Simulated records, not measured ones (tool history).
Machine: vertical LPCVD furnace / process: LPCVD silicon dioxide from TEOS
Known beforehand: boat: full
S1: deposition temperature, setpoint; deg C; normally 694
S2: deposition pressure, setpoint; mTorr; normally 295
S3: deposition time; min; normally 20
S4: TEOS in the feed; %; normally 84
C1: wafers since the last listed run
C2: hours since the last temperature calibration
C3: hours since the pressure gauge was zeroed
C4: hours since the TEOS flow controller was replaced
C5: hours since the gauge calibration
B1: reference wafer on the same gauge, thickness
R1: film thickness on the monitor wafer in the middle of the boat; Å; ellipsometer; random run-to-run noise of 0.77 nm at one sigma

run 1 hour=0 | S1=694 S2=295 S3=20 S4=84 | C1=0 C2=3934.2 C3=3956.1 C4=4851.2 C5=560.3 | B1=156.04 | R1=1541
run 2 hour=33.6 | S1=694 S2=295 S3=20 S4=76 | C1=340 C2=3967.8 C3=3989.7 C4=4884.8 C5=593.9 | B1=155.85 | R1=1471.4
run 3 hour=45.8 | S1=694 S2=295 S3=20 S4=76 | C1=123 C2=3980 C3=4001.9 C4=4897 C5=606.1 | B1=155.8 | R1=1483.6
run 4 hour=77.6 | S1=694 S2=295 S3=20 S4=76 | C1=321 C2=4011.8 C3=4033.7 C4=4928.8 C5=637.9 | B1=155.96 | R1=1463.2
run 5 hour=110 | S1=694 S2=295 S3=20 S4=84 | C1=327 C2=4044.2 C3=4066.1 C4=4961.2 C5=670.3 | B1=155.9 | R1=1536.2
run 6 hour=138.3 | S1=694 S2=295 S3=20 S4=84 | C1=286 C2=4072.5 C3=4094.4 C4=4989.5 C5=698.6 | B1=156.08 | R1=1547.3
run 7 hour=150.4 | S1=694 S2=295 S3=20 S4=84 | C1=122 C2=4084.6 C3=4106.5 C4=5001.6 C5=710.7 | B1=155.85 | R1=1532.4
run 8 hour=185.7 | S1=694 S2=295 S3=20 S4=71 | C1=357 C2=4119.9 C3=4141.8 C4=5036.9 C5=746 | B1=155.9 | R1=1411.5
run 9 hour=205.2 | S1=694 S2=295 S3=20 S4=71 | C1=197 C2=4139.4 C3=4161.3 C4=5056.4 C5=765.5 | B1=155.92 | R1=1427.5
run 10 hour=235.3 | S1=694 S2=295 S3=20 S4=71 | C1=304 C2=4169.5 C3=4191.4 C4=5086.5 C5=795.6 | B1=156.25 | R1=1412.1
run 11 hour=263.3 | S1=694 S2=295 S3=20 S4=84 | C1=283 C2=4197.5 C3=4219.4 C4=5114.5 C5=823.6 | B1=155.89 | R1=1552
-- hour=276.4 gauge calibrated
-- hour=313.4 pressure gauge zeroed
run 12 hour=313.9 | S1=694 S2=295 S3=20 S4=84 | C1=269 C2=4248.1 C3=0.5 C4=5165.1 C5=37.5 | B1=156.05 | R1=1538.9
run 13 hour=318.5 | S1=694 S2=295 S3=20 S4=84 | C1=46 C2=4252.7 C3=5.1 C4=5169.7 C5=42.1 | B1=156.2 | R1=1547.8
-- hour=344.2 thermocouples replaced and temperature profile calibrated
run 14 hour=344.7 | S1=694 S2=295 S3=20 S4=84 | C1=22 C2=0.5 C3=31.3 C4=5195.9 C5=68.3 | B1=155.87 | R1=1541.3
run 15 hour=377.6 | S1=700 S2=325 S3=20 S4=94 | C1=332 C2=33.4 C3=64.2 C4=5228.8 C5=101.2 | B1=156.09 | R1=1964.4
run 16 hour=393 | S1=690 S2=365 S3=20 S4=84 | C1=155 C2=48.8 C3=79.6 C4=5244.2 C5=116.6 | B1=156.06 | R1=1550.8
run 17 hour=410.2 | S1=688 S2=295 S3=20 S4=92 | C1=174 C2=66 C3=96.8 C4=5261.4 C5=133.8 | B1=155.92 | R1=1411.6
run 18 hour=442.4 | S1=704 S2=245 S3=20 S4=84 | C1=325 C2=98.2 C3=129 C4=5293.6 C5=166 | B1=155.74 | R1=1777
run 19 hour=458.6 | S1=694 S2=295 S3=20 S4=84 | C1=163 C2=114.4 C3=145.2 C4=5309.8 C5=182.2 | B1=156 | R1=1546.8
run 20 hour=483.4 | S1=694 S2=255 S3=20 S4=69 | C1=250 C2=139.2 C3=170 C4=5334.6 C5=207 | B1=156.01 | R1=1288.6
run 21 hour=497.4 | S1=702 S2=295 S3=20 S4=84 | C1=141 C2=153.2 C3=184 C4=5348.6 C5=221 | B1=155.88 | R1=1867.8
-- hour=525.5 TEOS flow controller replaced
run 22 hour=526 | S1=702 S2=295 S3=20 S4=84 | C1=46 C2=181.8 C3=212.6 C4=0.5 C5=249.6 | B1=156.05 | R1=1857.7
run 23 hour=549.7 | S1=684 S2=295 S3=26.5 S4=89 | C1=239 C2=205.5 C3=236.3 C4=24.2 C5=273.3 | B1=156.22 | R1=1659.7
run 24 hour=579.1 | S1=689 S2=365 S3=25.5 S4=71 | C1=297 C2=234.9 C3=265.7 C4=53.6 C5=302.7 | B1=156.21 | R1=1773.4
run 25 hour=611.6 | S1=694 S2=315 S3=20 S4=84 | C1=328 C2=267.4 C3=298.2 C4=86.1 C5=335.2 | B1=155.99 | R1=1606.3
run 26 hour=655.5 | S1=683 S2=355 S3=15.5 S4=97 | C1=444 C2=311.3 C3=342.1 C4=130 C5=379.1 | B1=156.09 | R1=1087.7
run 27 hour=674.9 | S1=684 S2=335 S3=20 S4=84 | C1=196 C2=330.7 C3=361.5 C4=149.4 C5=398.5 | B1=156.03 | R1=1295.9
run 28 hour=705.1 | S1=686 S2=295 S3=20 S4=84 | C1=305 C2=360.9 C3=391.7 C4=179.6 C5=428.7 | B1=155.9 | R1=1270.4

4 ways to go on from here, each from the tool as it stands after run 28. What would each give?
run A hour=709.8 | S1=694 S2=295 S3=25.5 S4=84 | C1=47 C2=365.6 C3=396.4 C4=184.3 C5=433.4 | B1=? | R1=?
run B hour=709.8 | S1=694 S2=340 S3=20 S4=78 | C1=47 C2=365.6 C3=396.4 C4=184.3 C5=433.4 | B1=? | R1=?
run C hour=709.8 | S1=694 S2=360 S3=14 S4=84 | C1=47 C2=365.6 C3=396.4 C4=184.3 C5=433.4 | B1=? | R1=?
run D hour=709.8 | S1=701 S2=240 S3=20 S4=76 | C1=47 C2=365.6 C3=396.4 C4=184.3 C5=433.4 | B1=? | R1=?

run=A B1=156.11 R1=1958.9
run=B B1=156.11 R1=1589.4
run=C B1=156.11 R1=1188
run=D B1=156.11 R1=1552.5
Had the tool no hidden state, the same runs would have come out as:
run=A R1=1958.9
run=B R1=1589.4
run=C R1=1188
run=D R1=1552.5
